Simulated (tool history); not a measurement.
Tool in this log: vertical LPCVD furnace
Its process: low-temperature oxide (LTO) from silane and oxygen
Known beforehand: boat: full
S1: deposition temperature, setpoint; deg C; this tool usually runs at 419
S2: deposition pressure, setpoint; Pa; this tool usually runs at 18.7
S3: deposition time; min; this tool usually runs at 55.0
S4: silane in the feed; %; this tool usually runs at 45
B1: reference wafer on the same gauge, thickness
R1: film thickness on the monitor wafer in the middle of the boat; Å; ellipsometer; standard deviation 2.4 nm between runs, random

Run 1, hour 0.0: usual settings; B1 458.16. Result: R1 5199.3 Å.
Run 2, hour 44.6: usual settings; B1 458.48. Result: R1 5194.3 Å.
Run 3, hour 149.4: usual settings; B1 458.01. Result: R1 5206.9 Å.
Run 4, hour 201.2: usual settings but S2 20.7 Pa; B1 458.03. Result: R1 5758.8 Å.
Run 5, hour 291.8: usual settings but S2 20.7 Pa; B1 457.59. Result: R1 5773.8 Å.
Run 6, hour 392.8: usual settings but S2 16.7 Pa; B1 458.25. Result: R1 4676.0 Å.
Run 7, hour 476.1: usual settings; B1 458.52. Result: R1 5206.4 Å.
At hour 498.5: gauge calibrated.
Run 8, hour 555.4: usual settings; B1 458.46. Result: R1 5259.2 Å.
At hour 637.5: pressure gauge zeroed.
Run 9, hour 638.0: usual settings; B1 458.23. Result: R1 5249.7 Å.
At hour 662.6: silane flow controller replaced.
Run 10, hour 676.9: usual settings but S1 414 deg C, S3 63.5 min; B1 458.08. Result: R1 5769.9 Å.
Run 11, hour 723.9: usual settings but S4 41 %; B1 457.93. Result: R1 4807.3 Å.
Run 12, hour 764.1: usual settings but S2 23.3 Pa, S4 50 %; B1 457.47. Result: R1 7189.5 Å.
Run 13, hour 800.5: usual settings but S1 427 deg C; B1 457.91. Result: R1 5673.4 Å.
Run 14, hour 859.1: usual settings; B1 458.52. Result: R1 5298.3 Å.
Run 15, hour 934.7: usual settings; B1 457.83. Result: R1 5259.4 Å.
Run 16, hour 1005.2: usual settings but S1 431 deg C, S2 15.3 Pa, S4 50 %; B1 458.79. Result: R1 5277.6 Å.
At hour 1125.4: thermocouples replaced and temperature profile calibrated.
Run 17, hour 1125.9: usual settings but S2 20.0 Pa; B1 457.75. Result: R1 5455.0 Å.
Run 18, hour 1149.3: usual settings but S4 50 %; B1 457.85. Result: R1 5591.5 Å.
At hour 1170.0: gauge calibrated.
Run 19, hour 1224.8: usual settings but S1 409 deg C, S3 39.5 min, S4 48 %; B1 458.40. Result: R1 3525.1 Å.
Run 20, hour 1322.0: usual settings; B1 457.70. Result: R1 5086.2 Å.
Run 21, hour 1484.3: usual settings but S3 62.5 min, S4 50 %; B1 458.28. Result: R1 6330.6 Å.

Consider 3 possible next runs. They are alternatives, not a sequence: every one starts from the tool as it was left by run 21. What does each give?
Run A, hour 1488.1: usual settings; B1 ?. Result: R1 ?.
Run B, hour 1488.1: usual settings but S1 426 deg C, S2 17.3 Pa, S3 48.0 min, S4 50 %; B1 ?. Result: R1 ?.
Run C, hour 1488.1: usual settings but S1 415 deg C, S3 35.0 min, S4 37 %; B1 ?. Result: R1 ?.

run      B1      R1
  A  458.10  5117.5
  B  458.10  4842.1
  C  458.10  2520.3
The same runs, with their run-to-run variation unchanged, on a tool lacking any hidden condition would have given:
run      R1
  A  5088.1
  B  4816.1
  C  2504.7

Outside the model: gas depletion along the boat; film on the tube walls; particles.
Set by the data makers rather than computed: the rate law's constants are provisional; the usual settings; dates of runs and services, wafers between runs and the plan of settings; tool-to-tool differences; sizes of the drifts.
